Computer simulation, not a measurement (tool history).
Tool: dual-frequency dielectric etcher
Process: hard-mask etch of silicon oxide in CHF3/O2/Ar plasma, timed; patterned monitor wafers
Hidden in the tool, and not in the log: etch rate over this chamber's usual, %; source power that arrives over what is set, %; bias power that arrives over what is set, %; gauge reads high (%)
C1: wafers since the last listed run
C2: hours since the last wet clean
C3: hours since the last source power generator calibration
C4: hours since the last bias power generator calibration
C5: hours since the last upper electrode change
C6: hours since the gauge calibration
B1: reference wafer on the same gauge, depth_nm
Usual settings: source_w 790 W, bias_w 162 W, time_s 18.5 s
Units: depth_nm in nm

Run 1, hour 0.0: usual settings; C1 0; C2 360.9; C3 1266.0; C4 1441.7; C5 1737.9; C6 145.0; B1 47.54. Result: depth_nm 42.51 nm.
Run 2, hour 13.0: usual settings; C1 237; C2 373.9; C3 1279.0; C4 1454.7; C5 1750.9; C6 158.0; B1 47.50. Result: depth_nm 42.77 nm.
Run 3, hour 22.5: usual settings; C1 173; C2 383.4; C3 1288.5; C4 1464.2; C5 1760.4; C6 167.5; B1 47.52. Result: depth_nm 42.51 nm.
Run 4, hour 31.7: usual settings; C1 167; C2 392.6; C3 1297.7; C4 1473.4; C5 1769.6; C6 176.7; B1 47.47. Result: depth_nm 42.71 nm.
Run 5, hour 47.2: usual settings; C1 282; C2 408.1; C3 1313.2; C4 1488.9; C5 1785.1; C6 192.2; B1 47.49. Result: depth_nm 42.64 nm.
Run 6, hour 55.4: usual settings but source_w 650 W; C1 149; C2 416.3; C3 1321.4; C4 1497.1; C5 1793.3; C6 200.4; B1 47.50. Result: depth_nm 39.72 nm.
Run 7, hour 68.4: usual settings but source_w 650 W; C1 237; C2 429.3; C3 1334.4; C4 1510.1; C5 1806.3; C6 213.4; B1 47.51. Result: depth_nm 40.13 nm.
Run 8, hour 87.4: usual settings but source_w 650 W; C1 346; C2 448.3; C3 1353.4; C4 1529.1; C5 1825.3; C6 232.4; B1 47.54. Result: depth_nm 40.11 nm.
Run 9, hour 97.2: usual settings; C1 178; C2 458.1; C3 1363.2; C4 1538.9; C5 1835.1; C6 242.2; B1 47.50. Result: depth_nm 42.70 nm.
Run 10, hour 115.1: usual settings; C1 326; C2 476.0; C3 1381.1; C4 1556.8; C5 1853.0; C6 260.1; B1 47.47. Result: depth_nm 43.29 nm.
Run 11, hour 123.9: usual settings; C1 160; C2 484.8; C3 1389.9; C4 1565.6; C5 1861.8; C6 268.9; B1 47.47. Result: depth_nm 43.03 nm.
Run 12, hour 138.1: usual settings but time_s 17.0 s; C1 259; C2 499.0; C3 1404.1; C4 1579.8; C5 1876.0; C6 283.1; B1 47.47. Result: depth_nm 39.34 nm.
Run 13, hour 160.5: usual settings; C1 408; C2 521.4; C3 1426.5; C4 1602.2; C5 1898.4; C6 305.5; B1 47.50. Result: depth_nm 42.98 nm.
At hour 187.4: wet clean of the chamber.
Run 14, hour 187.9: usual settings; C1 62; C2 0.5; C3 1453.9; C4 1629.6; C5 1925.8; C6 332.9; B1 47.52. Result: depth_nm 41.50 nm.
Run 15, hour 188.7: usual settings but source_w 860 W; C1 14; C2 1.3; C3 1454.7; C4 1630.4; C5 1926.6; C6 333.7; B1 47.55. Result: depth_nm 42.84 nm.
Run 16, hour 204.8: usual settings but source_w 900 W, time_s 16.5 s; C1 293; C2 17.4; C3 1470.8; C4 1646.5; C5 1942.7; C6 349.8; B1 47.53. Result: depth_nm 38.75 nm.
Run 17, hour 211.9: usual settings but source_w 930 W, bias_w 128 W; C1 129; C2 24.5; C3 1477.9; C4 1653.6; C5 1949.8; C6 356.9; B1 47.50. Result: depth_nm 41.99 nm.
Run 18, hour 226.7: usual settings; C1 270; C2 39.3; C3 1492.7; C4 1668.4; C5 1964.6; C6 371.7; B1 47.46. Result: depth_nm 41.82 nm.
Run 19, hour 233.0: usual settings but source_w 860 W; C1 114; C2 45.6; C3 1499.0; C4 1674.7; C5 1970.9; C6 378.0; B1 47.49. Result: depth_nm 42.56 nm.
Run 20, hour 249.1: usual settings but source_w 940 W, bias_w 175 W, time_s 14.0 s; C1 293; C2 61.7; C3 1515.1; C4 1690.8; C5 1987.0; C6 394.1; B1 47.47. Result: depth_nm 34.14 nm.
Run 21, hour 255.8: usual settings but source_w 730 W, bias_w 202 W, time_s 24.0 s; C1 122; C2 68.4; C3 1521.8; C4 1697.5; C5 1993.7; C6 400.8; B1 47.51. Result: depth_nm 55.18 nm.
At hour 264.1: gauge calibrated.
At hour 290.3: upper electrode replaced, of another model than before.
Run 22, hour 290.8: usual settings but source_w 610 W, bias_w 135 W; C1 200; C2 103.4; C3 1556.8; C4 1732.5; C5 0.5; C6 26.7; B1 47.46. Result: depth_nm 36.97 nm.

The next listed run, before its measurement:
Run 23, hour 291.1: usual settings but time_s 23.0 s; C1 5; C2 103.7; C3 1557.1; C4 1732.8; C5 0.8; C6 27.0; B1 ?. Result: depth_nm ?.

{"run 23": {"B1": 47.5, "depth_nm": 51.64}}
Without the tool's hidden state the same run would have given depth_nm 51.19 nm.
